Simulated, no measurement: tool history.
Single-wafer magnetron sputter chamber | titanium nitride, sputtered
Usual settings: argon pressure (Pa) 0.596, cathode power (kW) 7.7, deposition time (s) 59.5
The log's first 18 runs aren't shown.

run,day,argon pressure (Pa),cathode power (kW),deposition time (s),"read-back reference wafer on the same gauge, thickness_nm",mean film thickness on the monitor wafer (nm)
19,20.262,0.596,7.7,59.5,77.462,80.441
20,21.204,0.712,6.45,59.5,77.132,62.605
21,21.946,0.503,7.7,59.5,77.212,83.399
22,22.671,0.7,9.3,65.9,77.119,100.057
# day 23.567: sputter target and shields replaced
23,26.338,0.368,7.7,47.9,76.81,73.574
24,26.879,0.596,7.7,59.5,76.599,79.106
25,28.108,0.532,7.7,65.2,76.559,89.771
26,29.388,0.596,8.25,59.5,76.706,85.477
27,30.458,0.73,6.8,54.1,76.471,58.618
28,31.592,0.451,7.7,59.5,76.354,86.27
29,32.246,0.417,6.45,55.5,76.341,68.57
30,32.954,0.596,7.7,59.5,76.314,78.409
31,33.646,0.522,6.1,68.9,76.306,75.467
# day 34.142: sputter target and shields replaced
32,34.821,0.76,7.1,63.5,76.149,69.756
33,36,0.596,8.6,65.8,76.106,97.116
34,36.862,0.596,7.7,49.6,76.072,65.714

Forecast each of these 5 alternatives for the next run:
A,36.879,0.81,7.7,59.5,?,?
B,36.879,0.596,8.2,56.1,?,?
C,36.879,0.533,8.9,54.7,?,?
D,36.879,0.753,7.7,59.5,?,?
E,36.879,0.596,7.7,50.6,?,?

run,"read-back reference wafer on the same gauge, thickness_nm",mean film thickness on the monitor wafer (nm)
A,76.104,69.562
B,76.104,79.323
C,76.104,87.259
D,76.104,71.914
E,76.104,67.183
Without the tool's hidden state the same runs would have given:
run,mean film thickness on the monitor wafer (nm)
A,72.791
B,83.005
C,91.309
D,75.252
E,70.302
